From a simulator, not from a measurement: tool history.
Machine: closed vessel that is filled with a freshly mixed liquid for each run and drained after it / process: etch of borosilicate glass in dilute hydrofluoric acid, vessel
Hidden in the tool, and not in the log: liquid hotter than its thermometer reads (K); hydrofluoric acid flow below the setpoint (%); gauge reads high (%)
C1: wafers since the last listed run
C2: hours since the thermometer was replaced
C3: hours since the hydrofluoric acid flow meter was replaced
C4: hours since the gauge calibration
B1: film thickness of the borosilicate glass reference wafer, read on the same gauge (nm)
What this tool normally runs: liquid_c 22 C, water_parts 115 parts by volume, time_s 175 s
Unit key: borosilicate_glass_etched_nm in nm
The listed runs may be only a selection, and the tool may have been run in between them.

run 1 hour=0 | liquid_c=22 water_parts=115 time_s=175 | C1=0 C2=1438.3 C3=1399.2 C4=415.2 | B1=80.01 | borosilicate_glass_etched_nm=22.25
run 2 hour=13 | liquid_c=22 water_parts=115 time_s=175 | C1=872 C2=1451.3 C3=1412.2 C4=428.2 | B1=79.98 | borosilicate_glass_etched_nm=22.19
run 3 hour=22.9 | liquid_c=23.5 water_parts=115 time_s=130 | C1=664 C2=1461.2 C3=1422.1 C4=438.1 | B1=79.98 | borosilicate_glass_etched_nm=17.55
run 4 hour=38.8 | liquid_c=22 water_parts=85 time_s=175 | C1=1067 C2=1477.1 C3=1438 C4=454 | B1=80.01 | borosilicate_glass_etched_nm=31.12
run 5 hour=51.7 | liquid_c=22 water_parts=85 time_s=175 | C1=866 C2=1490 C3=1450.9 C4=466.9 | B1=79.99 | borosilicate_glass_etched_nm=31.25
run 6 hour=61.5 | liquid_c=22 water_parts=85 time_s=175 | C1=657 C2=1499.8 C3=1460.7 C4=476.7 | B1=80.01 | borosilicate_glass_etched_nm=30.94
run 7 hour=72.2 | liquid_c=22 water_parts=115 time_s=175 | C1=718 C2=1510.5 C3=1471.4 C4=487.4 | B1=79.98 | borosilicate_glass_etched_nm=22.08
-- hour=78.2 thermometer replaced
run 8 hour=79.5 | liquid_c=22 water_parts=115 time_s=175 | C1=422 C2=1.3 C3=1478.7 C4=494.7 | B1=80 | borosilicate_glass_etched_nm=21.9
run 9 hour=87.4 | liquid_c=22 water_parts=115 time_s=175 | C1=530 C2=9.2 C3=1486.6 C4=502.6 | B1=79.98 | borosilicate_glass_etched_nm=22.04
-- hour=97.8 gauge calibrated
run 10 hour=100 | liquid_c=22 water_parts=115 time_s=175 | C1=845 C2=21.8 C3=1499.2 C4=2.2 | B1=79.99 | borosilicate_glass_etched_nm=22.13
run 11 hour=108 | liquid_c=22 water_parts=115 time_s=175 | C1=537 C2=29.8 C3=1507.2 C4=10.2 | B1=80.01 | borosilicate_glass_etched_nm=22.13
run 12 hour=151.5 | liquid_c=22 water_parts=115 time_s=175 | C1=2920 C2=73.3 C3=1550.7 C4=53.7 | B1=79.99 | borosilicate_glass_etched_nm=22.06
run 13 hour=163.1 | liquid_c=19 water_parts=145 time_s=260 | C1=778 C2=84.9 C3=1562.3 C4=65.3 | B1=79.99 | borosilicate_glass_etched_nm=22.23
run 14 hour=180.6 | liquid_c=22 water_parts=115 time_s=175 | C1=1174 C2=102.4 C3=1579.8 C4=82.8 | B1=80.01 | borosilicate_glass_etched_nm=22.16
run 15 hour=187.4 | liquid_c=22 water_parts=115 time_s=175 | C1=456 C2=109.2 C3=1586.6 C4=89.6 | B1=80.01 | borosilicate_glass_etched_nm=21.69
-- hour=192.8 hydrofluoric acid flow meter replaced
run 16 hour=194.9 | liquid_c=26 water_parts=160 time_s=120 | C1=436 C2=116.7 C3=2.1 C4=97.1 | B1=80.01 | borosilicate_glass_etched_nm=13.6
run 17 hour=206.3 | liquid_c=22 water_parts=115 time_s=175 | C1=765 C2=128.1 C3=13.5 C4=108.5 | B1=80.02 | borosilicate_glass_etched_nm=24.61
run 18 hour=215.2 | liquid_c=22 water_parts=115 time_s=175 | C1=597 C2=137 C3=22.4 C4=117.4 | B1=80.02 | borosilicate_glass_etched_nm=24.76
run 19 hour=232.5 | liquid_c=20.5 water_parts=160 time_s=120 | C1=1161 C2=154.3 C3=39.7 C4=134.7 | B1=80.01 | borosilicate_glass_etched_nm=10.93
run 20 hour=239.9 | liquid_c=22 water_parts=115 time_s=175 | C1=496 C2=161.7 C3=47.1 C4=142.1 | B1=80.04 | borosilicate_glass_etched_nm=24.36
run 21 hour=255.6 | liquid_c=18 water_parts=170 time_s=75 | C1=1053 C2=177.4 C3=62.8 C4=157.8 | B1=80.01 | borosilicate_glass_etched_nm=5.8
run 22 hour=262.6 | liquid_c=26.5 water_parts=160 time_s=100 | C1=469 C2=184.4 C3=69.8 C4=164.8 | B1=80.01 | borosilicate_glass_etched_nm=11.48
run 23 hour=274.5 | liquid_c=23.5 water_parts=70 time_s=175 | C1=798 C2=196.3 C3=81.7 C4=176.7 | B1=80.01 | borosilicate_glass_etched_nm=45.42

For run 24, what comes out?
run 24 hour=291.3 | liquid_c=24.5 water_parts=115 time_s=260 | C1=1127 C2=213.1 C3=98.5 C4=193.5 | B1=? | borosilicate_glass_etched_nm=?

{"run 24": {"B1": 80, "borosilicate_glass_etched_nm": 39.98}}
Had the tool carried no hidden state, the very same run would have given borosilicate_glass_etched_nm 40.41 nm.

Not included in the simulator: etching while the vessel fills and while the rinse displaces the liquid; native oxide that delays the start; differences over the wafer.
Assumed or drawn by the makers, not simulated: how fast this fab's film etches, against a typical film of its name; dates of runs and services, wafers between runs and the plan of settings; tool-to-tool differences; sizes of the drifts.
